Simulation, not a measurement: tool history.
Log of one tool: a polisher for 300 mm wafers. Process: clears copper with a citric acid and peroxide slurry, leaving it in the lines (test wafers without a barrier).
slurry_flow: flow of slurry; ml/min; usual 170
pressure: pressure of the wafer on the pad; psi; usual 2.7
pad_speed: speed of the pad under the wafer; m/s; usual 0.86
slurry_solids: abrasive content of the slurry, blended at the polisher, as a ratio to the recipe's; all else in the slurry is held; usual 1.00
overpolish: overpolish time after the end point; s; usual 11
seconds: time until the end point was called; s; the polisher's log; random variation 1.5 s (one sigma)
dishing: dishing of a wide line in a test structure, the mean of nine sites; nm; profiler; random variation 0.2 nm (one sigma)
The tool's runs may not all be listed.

run	day	slurry_flow	pressure	pad_speed	slurry_solids	overpolish	wafers since the last listed run	wafers polished on this pad	hours since the slurry nozzle was cleaned	hours since the head pressure was calibrated	hours since the slurry blender was calibrated	incoming thickness of the incoming film, nm	seconds	dishing
1	0.000	130	2.7	0.86	1.00	11	0	596	48.8	822.5	92.5	164.9	103.1	11.7
2	0.892	130	2.7	0.86	1.00	11	138	735	70.2	843.9	113.9	168.3	108.6	11.6
# day 1.612: slurry blender recalibrated
3	1.979	130	2.7	0.86	1.00	11	156	892	96.3	870.0	8.8	165.3	96.3	11.8
4	2.842	170	2.7	0.86	1.00	15	134	1026	117.0	890.7	29.5	163.7	95.5	15.2
5	3.571	170	2.7	0.86	1.00	15	113	1139	134.5	908.2	47.0	167.1	98.3	15.4
6	4.158	170	2.7	0.86	1.00	11	91	1231	148.6	922.3	61.1	165.4	99.2	12.3
# day 4.667: worn pad replaced by a new one
7	4.950	170	2.7	0.86	1.00	11	97	43	167.6	941.3	80.1	165.6	98.6	12.3
8	6.146	205	1.9	0.86	1.00	9	186	230	196.3	970.0	108.8	166.7	140.0	7.6
9	6.779	170	2.7	0.76	1.00	9	98	328	211.5	985.2	124.0	164.7	113.5	9.6
# day 8.071: slurry blender recalibrated
10	8.096	125	2.7	1.16	1.15	11	192	520	243.1	1016.8	0.6	165.8	87.7	13.3
# day 8.312: slurry nozzle cleaned
# day 9.421: head pressure recalibrated
11	9.512	195	2.7	0.62	0.80	6	201	721	28.8	2.2	34.6	164.6	157.8	4.9
# day 9.750: slurry blender recalibrated, repeated, since the last time left the tool worse
12	10.267	170	1.9	0.68	0.85	14	104	826	46.9	20.3	12.4	163.4	168.1	9.2
13	10.954	170	2.4	0.64	1.30	11	107	933	63.4	36.8	28.9	164.2	128.0	10.0
14	11.988	170	3.5	0.86	1.00	11	160	1094	88.2	61.6	53.7	165.4	72.8	14.6
15	13.242	130	2.7	0.86	1.00	11	195	1289	118.3	91.7	83.8	162.8	102.3	11.5

What the log doesn't show, run by run:
removal rate lost through wear of the pad, %: 0 in every run
slurry flow missing at the pad, %: 0 in every run
deviation of the head's pressure from its setpoint, %: 0 in every run
H1: abrasive missing from the slurry, %
run	H1
1	10.4
2	15.7
3	2.14
4	3.09
5	4.69
6	6.52
7	9.73
8	16.2
9	20.5
10	43.6
11	45
12	1.96
13	2.78
14	5.23
15	10.2

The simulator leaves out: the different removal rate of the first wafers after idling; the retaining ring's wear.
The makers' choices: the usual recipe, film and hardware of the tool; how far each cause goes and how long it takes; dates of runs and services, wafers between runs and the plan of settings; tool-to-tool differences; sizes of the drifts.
